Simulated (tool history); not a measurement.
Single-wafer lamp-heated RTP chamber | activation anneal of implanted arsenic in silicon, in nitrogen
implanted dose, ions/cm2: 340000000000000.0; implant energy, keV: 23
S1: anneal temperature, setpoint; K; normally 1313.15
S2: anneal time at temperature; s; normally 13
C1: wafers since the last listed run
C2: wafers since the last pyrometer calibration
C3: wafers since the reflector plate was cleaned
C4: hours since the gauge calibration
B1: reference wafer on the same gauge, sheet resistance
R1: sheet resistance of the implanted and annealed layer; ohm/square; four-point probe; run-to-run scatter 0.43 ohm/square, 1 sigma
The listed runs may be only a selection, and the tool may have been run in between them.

run 1 hour=0 | S1=1313.15 S2=8 | C1=0 C2=1251 C3=10246 C4=202.6 | B1=269.09 | R1=287.74
run 2 hour=34.2 | S1=1313.15 S2=8 | C1=460 C2=1712 C3=10706 C4=236.8 | B1=269.02 | R1=287.11
run 3 hour=58.1 | S1=1313.15 S2=17 | C1=321 C2=2033 C3=11028 C4=260.7 | B1=269.08 | R1=281.63
-- hour=71.2 gauge calibrated
-- hour=73.6 pyrometer window cleaned and pyrometer calibrated
run 4 hour=79.3 | S1=1313.15 S2=17 | C1=177 C2=76 C3=11205 C4=8.1 | B1=268.73 | R1=283.61
run 5 hour=113.7 | S1=1313.15 S2=13 | C1=462 C2=539 C3=11668 C4=42.5 | B1=269.11 | R1=284.79
run 6 hour=136.3 | S1=1313.15 S2=13 | C1=304 C2=843 C3=11972 C4=65.1 | B1=269.13 | R1=284.38
-- hour=220.2 pyrometer window cleaned and pyrometer calibrated
run 7 hour=220.7 | S1=1313.15 S2=16 | C1=1028 C2=6 C3=13001 C4=149.5 | B1=269.03 | R1=284.93
-- hour=231 reflector plate cleaned
run 8 hour=248 | S1=1313.15 S2=16 | C1=259 C2=266 C3=229 C4=176.8 | B1=269.13 | R1=283.62
run 9 hour=275.2 | S1=1313.15 S2=16 | C1=366 C2=632 C3=595 C4=204 | B1=269.11 | R1=283.01
-- hour=298.5 gauge calibrated
run 10 hour=306 | S1=1340.15 S2=9 | C1=414 C2=1046 C3=1009 C4=7.5 | B1=269.09 | R1=283.03
run 11 hour=341.5 | S1=1329.15 S2=9 | C1=477 C2=1524 C3=1487 C4=43 | B1=268.98 | R1=284.91
run 12 hour=362.5 | S1=1286.15 S2=17 | C1=282 C2=1807 C3=1770 C4=64 | B1=269.06 | R1=285.79
run 13 hour=376.7 | S1=1313.15 S2=13 | C1=191 C2=1998 C3=1961 C4=78.2 | B1=268.91 | R1=284.95
-- hour=393.7 pyrometer window cleaned and pyrometer calibrated
run 14 hour=399.3 | S1=1325.15 S2=9 | C1=196 C2=75 C3=2157 C4=100.8 | B1=269.07 | R1=287.09
run 15 hour=419.4 | S1=1313.15 S2=13 | C1=270 C2=346 C3=2428 C4=120.9 | B1=269.08 | R1=285.51
run 16 hour=431.9 | S1=1297.15 S2=20 | C1=168 C2=514 C3=2596 C4=133.4 | B1=269.07 | R1=284.41
run 17 hour=458.1 | S1=1299.15 S2=8 | C1=352 C2=867 C3=2949 C4=159.6 | B1=269.09 | R1=289.13
run 18 hour=474.6 | S1=1321.15 S2=7 | C1=222 C2=1089 C3=3171 C4=176.1 | B1=269.2 | R1=287.12
run 19 hour=503.8 | S1=1329.15 S2=8 | C1=392 C2=1482 C3=3564 C4=205.3 | B1=268.92 | R1=284.84

3 options for the next run, each taken on its own from the tool as it stands now. Forecast them:
run A hour=504.2 | S1=1313.15 S2=13 | C1=5 C2=1487 C3=3569 C4=205.7 | B1=? | R1=?
run B hour=504.2 | S1=1287.15 S2=16 | C1=5 C2=1487 C3=3569 C4=205.7 | B1=? | R1=?
run C hour=504.2 | S1=1296.15 S2=21 | C1=5 C2=1487 C3=3569 C4=205.7 | B1=? | R1=?

run=A B1=269.06 R1=284.4
run=B B1=269.06 R1=286.49
run=C B1=269.06 R1=283.86
Take away the tool's hidden state, keep each run's random variation, and the runs would have read:
run=A R1=285.85
run=B R1=287.74
run=C R1=285.37

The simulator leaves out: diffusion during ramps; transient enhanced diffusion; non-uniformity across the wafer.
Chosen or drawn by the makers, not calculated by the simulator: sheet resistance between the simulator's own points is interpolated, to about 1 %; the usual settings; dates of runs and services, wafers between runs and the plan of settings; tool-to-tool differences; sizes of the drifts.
